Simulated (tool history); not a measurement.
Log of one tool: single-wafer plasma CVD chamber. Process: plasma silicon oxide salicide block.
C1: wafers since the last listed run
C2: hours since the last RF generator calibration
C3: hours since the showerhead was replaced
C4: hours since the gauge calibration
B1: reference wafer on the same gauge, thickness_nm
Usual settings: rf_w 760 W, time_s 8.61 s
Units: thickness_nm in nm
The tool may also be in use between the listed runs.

{"run": 1, "day": 0.0, "rf_w": 690, "time_s": 9.26, "C1": 0, "C2": 926.2, "C3": 6473.2, "C4": 201.5, "B1": 89.782, "thickness_nm": 91.945}
{"run": 2, "day": 2.229, "rf_w": 690, "time_s": 9.26, "C1": 1710, "C2": 979.7, "C3": 6526.7, "C4": 255.0, "B1": 89.678, "thickness_nm": 91.776}
{"run": 3, "day": 3.854, "rf_w": 760, "time_s": 8.61, "C1": 1246, "C2": 1018.7, "C3": 6565.7, "C4": 294.0, "B1": 89.51, "thickness_nm": 85.895}
{"run": 4, "day": 7.138, "rf_w": 760, "time_s": 8.61, "C1": 2518, "C2": 1097.5, "C3": 6644.5, "C4": 372.8, "B1": 89.12, "thickness_nm": 85.441}
{"run": 5, "day": 10.804, "rf_w": 845, "time_s": 8.61, "C1": 2812, "C2": 1185.5, "C3": 6732.5, "C4": 460.8, "B1": 88.952, "thickness_nm": 87.912}
{"run": 6, "day": 12.808, "rf_w": 760, "time_s": 8.61, "C1": 1537, "C2": 1233.6, "C3": 6780.6, "C4": 508.9, "B1": 88.769, "thickness_nm": 85.93}
{"run": 7, "day": 15.3, "rf_w": 760, "time_s": 7.41, "C1": 1911, "C2": 1293.4, "C3": 6840.4, "C4": 568.7, "B1": 88.536, "thickness_nm": 74.084}
{"run": 8, "day": 18.692, "rf_w": 760, "time_s": 7.41, "C1": 2601, "C2": 1374.8, "C3": 6921.8, "C4": 650.1, "B1": 88.618, "thickness_nm": 74.189}
{"run": 9, "day": 20.654, "rf_w": 830, "time_s": 9.98, "C1": 1505, "C2": 1421.9, "C3": 6968.9, "C4": 697.2, "B1": 88.391, "thickness_nm": 101.659}
{"run": 10, "day": 23.304, "rf_w": 760, "time_s": 8.61, "C1": 2032, "C2": 1485.5, "C3": 7032.5, "C4": 760.8, "B1": 88.146, "thickness_nm": 85.683}
{"day": 23.658, "done": "showerhead replaced"}
{"run": 11, "day": 24.817, "rf_w": 620, "time_s": 7.56, "C1": 904, "C2": 1521.8, "C3": 27.8, "C4": 797.1, "B1": 88.257, "thickness_nm": 72.229}

Forecast run 12:
{"day": 28.212, "done": "gauge calibrated"}
{"run": 12, "day": 29.033, "rf_w": 665, "time_s": 7.67, "C1": 3234, "C2": 1623.0, "C3": 129.0, "C4": 19.7, "B1": "?", "thickness_nm": "?"}

B1: 91.484
thickness_nm: 76.862 nm
Without the tool's hidden state the same run would have given thickness_nm 76.635 nm.

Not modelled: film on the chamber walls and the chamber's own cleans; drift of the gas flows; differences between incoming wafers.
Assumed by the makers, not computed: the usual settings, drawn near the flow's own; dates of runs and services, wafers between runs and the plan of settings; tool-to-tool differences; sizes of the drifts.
